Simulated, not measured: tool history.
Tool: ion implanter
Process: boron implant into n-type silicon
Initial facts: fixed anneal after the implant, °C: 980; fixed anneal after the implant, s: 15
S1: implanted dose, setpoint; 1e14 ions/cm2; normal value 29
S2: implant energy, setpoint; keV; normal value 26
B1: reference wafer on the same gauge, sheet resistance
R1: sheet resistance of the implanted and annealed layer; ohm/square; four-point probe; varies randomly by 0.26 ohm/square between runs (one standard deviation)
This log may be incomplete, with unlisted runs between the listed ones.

run	day	S1	S2	B1	R1
1	0	23.55	31.5	69.28	84.36
2	1.658	23.55	31.5	69.29	84.45
3	4.817	23.55	31.5	69.33	84.84
4	7.112	29	26	69.27	79.64
5	10.992	29	26	69.35	79.62
6	14.588	29	26	69.35	79.96
7	19.146	29	26	69.38	80.37
8	22.379	29	26	69.34	80.06
# day 24.917: extraction supply calibrated
9	24.938	29	26	69.3	80.23
10	28.625	29	26	69.29	79.97
# day 30.475: gauge calibrated
11	32.242	36.77	26	69.34	73.17
# day 35.738: Faraday cup replaced and dose calibrated
12	43.646	35.93	22	69.3	77.67
13	46.246	23.58	26	69.31	85.57
14	49.967	37.43	22	69.34	77.4
15	52.683	29	34	69.32	74.3
16	54.542	29	21	69.31	84.52
17	58.033	29	26	69.32	79.42
18	61.838	29	26	69.34	79.21
19	64.167	32.34	29.5	69.29	73.76
20	67.65	29	26	69.35	79.15

Difference, measured minus no-hidden-state, one row per run. Run-to-run variation is common to both terms; the gauge's own scatter need not be:
Hidden state present: deviation of the true dose from the Faraday cup's reading, %; deviation of the true energy from its setpoint, %; gauge reads high (%).
run	R1
1	+2.53
2	+2.56
3	+2.6
4	+1.87
5	+1.9
6	+1.92
7	+1.95
8	+1.96
9	+1.98
10	+1.99
11	+1.42
12	+0.45
13	+1.12
14	+0.56
15	+1.27
16	+1.01
17	+1.27
18	+1.37
19	+1.34
20	+1.49
